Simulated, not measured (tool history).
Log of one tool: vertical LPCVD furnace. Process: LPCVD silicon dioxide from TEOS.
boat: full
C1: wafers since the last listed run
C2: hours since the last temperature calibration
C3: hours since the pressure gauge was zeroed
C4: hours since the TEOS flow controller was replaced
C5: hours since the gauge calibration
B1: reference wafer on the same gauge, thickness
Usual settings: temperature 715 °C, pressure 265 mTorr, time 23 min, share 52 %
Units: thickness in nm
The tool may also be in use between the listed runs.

{"run": 1, "hour": 0.0, "temperature": 715, "pressure": 265, "time": 19, "share": 48, "C1": 0, "C2": 2206.6, "C3": 2959.4, "C4": 3561.3, "C5": 382, "B1": 192.92, "thickness": 147.12}
{"hour": 24.4, "done": "gauge calibrated"}
{"run": 2, "hour": 39.9, "temperature": 715, "pressure": 265, "time": 23, "share": 52, "C1": 409, "C2": 2246.5, "C3": 2999.3, "C4": 3601.2, "C5": 15.5, "B1": 192.93, "thickness": 184.04}
{"run": 3, "hour": 73.8, "temperature": 715, "pressure": 265, "time": 23, "share": 52, "C1": 347, "C2": 2280.4, "C3": 3033.2, "C4": 3635.1, "C5": 49.4, "B1": 192.98, "thickness": 186.57}
{"run": 4, "hour": 111.3, "temperature": 715, "pressure": 230, "time": 23, "share": 52, "C1": 384, "C2": 2317.9, "C3": 3070.7, "C4": 3672.6, "C5": 86.9, "B1": 193.24, "thickness": 172.67}
{"run": 5, "hour": 141.1, "temperature": 715, "pressure": 230, "time": 23, "share": 52, "C1": 305, "C2": 2347.7, "C3": 3100.5, "C4": 3702.4, "C5": 116.7, "B1": 193.06, "thickness": 173.76}
{"run": 6, "hour": 194.0, "temperature": 708, "pressure": 265, "time": 23, "share": 52, "C1": 542, "C2": 2400.6, "C3": 3153.4, "C4": 3755.3, "C5": 169.6, "B1": 193.08, "thickness": 157.95}
{"run": 7, "hour": 233.7, "temperature": 715, "pressure": 265, "time": 23, "share": 60, "C1": 407, "C2": 2440.3, "C3": 3193.1, "C4": 3795, "C5": 209.3, "B1": 192.89, "thickness": 199.38}
{"run": 8, "hour": 259.8, "temperature": 715, "pressure": 265, "time": 23, "share": 60, "C1": 267, "C2": 2466.4, "C3": 3219.2, "C4": 3821.1, "C5": 235.4, "B1": 193.13, "thickness": 199.25}
{"run": 9, "hour": 284.8, "temperature": 719, "pressure": 265, "time": 23, "share": 48, "C1": 256, "C2": 2491.4, "C3": 3244.2, "C4": 3846.1, "C5": 260.4, "B1": 193.05, "thickness": 195.13}

Run 10 comes next. What will it give?
{"run": 10, "hour": 311.0, "temperature": 726, "pressure": 245, "time": 23, "share": 52, "C1": 268, "C2": 2517.6, "C3": 3270.4, "C4": 3872.3, "C5": 286.6, "B1": "?", "thickness": "?"}

{"run 10": {"B1": 192.82, "thickness": 228.4}}
Without the tool's hidden state the same run would have given thickness 228.4 nm.

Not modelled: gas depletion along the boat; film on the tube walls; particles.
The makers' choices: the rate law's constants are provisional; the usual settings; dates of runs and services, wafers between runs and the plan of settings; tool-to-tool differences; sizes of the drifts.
